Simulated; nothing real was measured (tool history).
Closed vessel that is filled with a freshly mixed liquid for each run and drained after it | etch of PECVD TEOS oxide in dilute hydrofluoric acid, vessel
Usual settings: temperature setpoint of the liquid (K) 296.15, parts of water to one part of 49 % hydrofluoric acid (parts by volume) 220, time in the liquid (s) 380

run,day,temperature setpoint of the liquid (K),parts of water to one part of 49 % hydrofluoric acid (parts by volume),time in the liquid (s),"read-back film thickness of the PECVD TEOS oxide reference wafer, read on the same gauge (nm)",thickness taken off the PECVD TEOS oxide on a monitor wafer (Å)
1,0.000,296.15,220,380,130.00,309.4
2,2.992,296.15,220,380,130.00,309.1
3,4.025,296.15,220,380,130.00,309.7
4,6.717,296.15,220,380,130.00,310.5
5,9.083,296.15,160,380,130.00,457.9
6,11.767,296.15,220,380,129.99,312.6
7,14.550,296.15,220,380,130.01,313.1
8,16.721,296.15,220,380,130.00,311.8
9,18.554,296.15,220,380,129.99,310.9
10,20.008,296.15,220,380,130.00,313.3
11,21.992,296.15,220,225,129.99,185.9
12,29.908,296.15,220,225,130.01,185.7
# day 30.554: thermometer replaced
# day 31.550: gauge calibrated
13,36.821,296.15,220,225,130.01,192.2
14,38.888,296.15,270,290,129.99,192.3
15,40.608,296.15,220,380,130.00,325.9
16,43.542,296.15,135,380,130.00,579.3
17,46.392,296.15,220,225,130.01,192.1
# day 47.879: hydrofluoric acid flow meter replaced
18,49.208,296.15,220,380,130.01,305.9
19,53.342,296.15,220,380,130.00,308.6
20,55.312,292.15,190,215,130.00,177.7
21,58.138,298.15,220,280,130.02,242.6
22,59.938,292.65,220,380,130.00,269.3
23,62.021,296.15,160,520,130.01,615.8
24,63.729,296.15,135,255,130.00,365.1
25,65.208,296.15,220,380,130.01,305.4
26,66.450,298.65,280,200,129.98,131.0

5 ways to go on from here, each from the tool as it stands after run 26. What would each give?
A,66.483,291.15,220,380,?,?
B,66.483,296.15,220,290,?,?
C,66.483,296.15,220,530,?,?
D,66.483,293.15,320,300,?,?
E,66.483,300.15,290,605,?,?

run,"read-back film thickness of the PECVD TEOS oxide reference wafer, read on the same gauge (nm)",thickness taken off the PECVD TEOS oxide on a monitor wafer (Å)
A,130.02,253.1
B,130.02,233.9
C,130.02,427.5
D,130.02,135.8
E,130.02,397.7
Without the tool's hidden state the same runs would have given:
run,thickness taken off the PECVD TEOS oxide on a monitor wafer (Å)
A,255.0
B,235.2
C,429.9
D,136.4
E,398.7
